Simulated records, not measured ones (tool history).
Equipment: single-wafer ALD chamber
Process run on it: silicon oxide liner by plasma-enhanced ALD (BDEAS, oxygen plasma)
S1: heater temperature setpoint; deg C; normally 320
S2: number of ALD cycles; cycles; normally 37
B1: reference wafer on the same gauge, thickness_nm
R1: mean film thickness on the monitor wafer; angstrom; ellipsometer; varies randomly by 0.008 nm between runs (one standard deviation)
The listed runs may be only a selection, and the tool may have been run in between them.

run	hour	S1	S2	B1	R1
1	0	331	34	3.535	29.25
2	17	331	34	3.538	29.21
3	29.7	320	37	3.541	32.16
4	42.8	312	37	3.539	32.64
5	60.5	320	37	3.538	32.17
6	70.3	320	37	3.54	32.27
7	80	320	41	3.544	35.62
8	89.3	320	41	3.548	35.86
9	103.4	316	37	3.545	32.49
10	113.4	316	37	3.553	32.6
11	129.9	320	37	3.549	32.4
12	147.2	320	37	3.559	32.48
# hour 165.6: thermocouple changed; heater temperature recalibrated
13	166.1	320	37	3.558	32.45
14	166.5	320	37	3.556	32.45
15	171.7	320	37	3.559	32.31
16	184.3	320	40	3.563	35.22
17	200.6	320	33	3.565	28.97
18	217.8	320	33	3.571	29.01
19	231.2	320	37	3.574	32.49
20	239.4	320	37	3.57	32.48
21	249.5	320	37	3.577	32.61
22	259.9	330	34	3.582	29.61
23	272.6	312	30	3.584	26.75
24	289.2	308	33	3.591	29.63
# hour 306.5: gauge calibrated
25	306.9	320	32	3.53	27.95
26	324	320	37	3.532	32.13
27	334.9	313	42	3.527	36.69
28	349.8	315	34	3.529	29.79
29	363.6	324	32	3.534	27.64
30	373.9	315	32	3.535	27.98
31	386.9	328	37	3.536	31.96
32	394	325	37	3.536	31.92
33	404.2	316	39	3.532	34.04
34	413.3	320	37	3.536	32.29
35	430.7	310	31	3.535	27.44
36	445.2	320	37	3.536	32.17
37	462.3	320	37	3.541	32.34
38	469.1	308	35	3.54	30.91
39	477.7	320	37	3.537	32.32
40	487.1	309	44	3.544	38.95

Forecast each of these 3 alternatives for the next run:
A	487.6	320	37	?	?
B	487.6	328	35	?	?
C	487.6	311	33	?	?

run	B1	R1
A	3.543	32.3
B	3.543	30.25
C	3.543	29.14
The same runs, with their run-to-run variation unchanged, on a tool lacking any hidden condition would have given:
run	R1
A	32.19
B	30.15
C	29.04

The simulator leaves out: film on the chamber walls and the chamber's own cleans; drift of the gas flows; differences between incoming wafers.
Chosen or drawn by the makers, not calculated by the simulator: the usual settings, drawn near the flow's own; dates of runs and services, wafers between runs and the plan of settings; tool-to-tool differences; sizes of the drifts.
